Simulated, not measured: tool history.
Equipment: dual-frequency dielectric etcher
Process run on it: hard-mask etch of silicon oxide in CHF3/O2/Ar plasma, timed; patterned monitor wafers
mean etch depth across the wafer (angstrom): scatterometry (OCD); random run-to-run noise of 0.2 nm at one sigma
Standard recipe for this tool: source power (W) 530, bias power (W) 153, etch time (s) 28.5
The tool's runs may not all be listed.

run	day	source power (W)	bias power (W)	etch time (s)	read-back reference wafer on the same gauge, depth_nm	mean etch depth across the wafer (angstrom)
1	0	530	153	28.5	54.2	510
2	3.475	470	181	28.5	54.2	517
3	4.779	470	181	28.5	54.2	513
4	6.129	470	181	28.5	54.2	517
5	7.596	530	171	33	54.2	621
6	8.617	530	153	25	54.2	454
# day 10.062: upper electrode replaced
7	10.083	530	153	25	54.2	454
8	10.725	530	153	25	54.2	458
# day 11.583: bias power generator calibrated
9	11.604	580	153	25.5	54.2	483
# day 12.383: source power generator calibrated
10	12.579	530	132	25.5	54.2	447
11	13.796	410	153	23	54.1	378
12	15.333	530	153	28.5	54.2	522
13	16.229	530	169	37	54.2	697
14	17.388	530	190	20.5	54.2	401
15	18.45	530	187	25.5	54.2	498
# day 18.704: gauge calibrated
16	19.4	530	133	31	54.2	550
# day 21.221: wet clean of the chamber
17	21.242	600	153	23.5	54.2	441
18	23.208	610	138	28.5	54.2	526
19	24.254	620	183	25.5	54.2	516
20	25.679	530	184	28.5	54.3	542
21	26.6	410	131	34	54.2	524
22	27.512	650	137	28.5	54.2	538
23	30.462	530	153	28.5	54.2	516

Run 24 has not been measured yet. What should we expect?
24	31.546	450	140	23	?	?

read-back reference wafer on the same gauge, depth_nm: 54.2
mean etch depth across the wafer (angstrom): 379
If the tool had no hidden condition, the same run with the same run-to-run variation would have returned mean etch depth across the wafer (angstrom) 371.

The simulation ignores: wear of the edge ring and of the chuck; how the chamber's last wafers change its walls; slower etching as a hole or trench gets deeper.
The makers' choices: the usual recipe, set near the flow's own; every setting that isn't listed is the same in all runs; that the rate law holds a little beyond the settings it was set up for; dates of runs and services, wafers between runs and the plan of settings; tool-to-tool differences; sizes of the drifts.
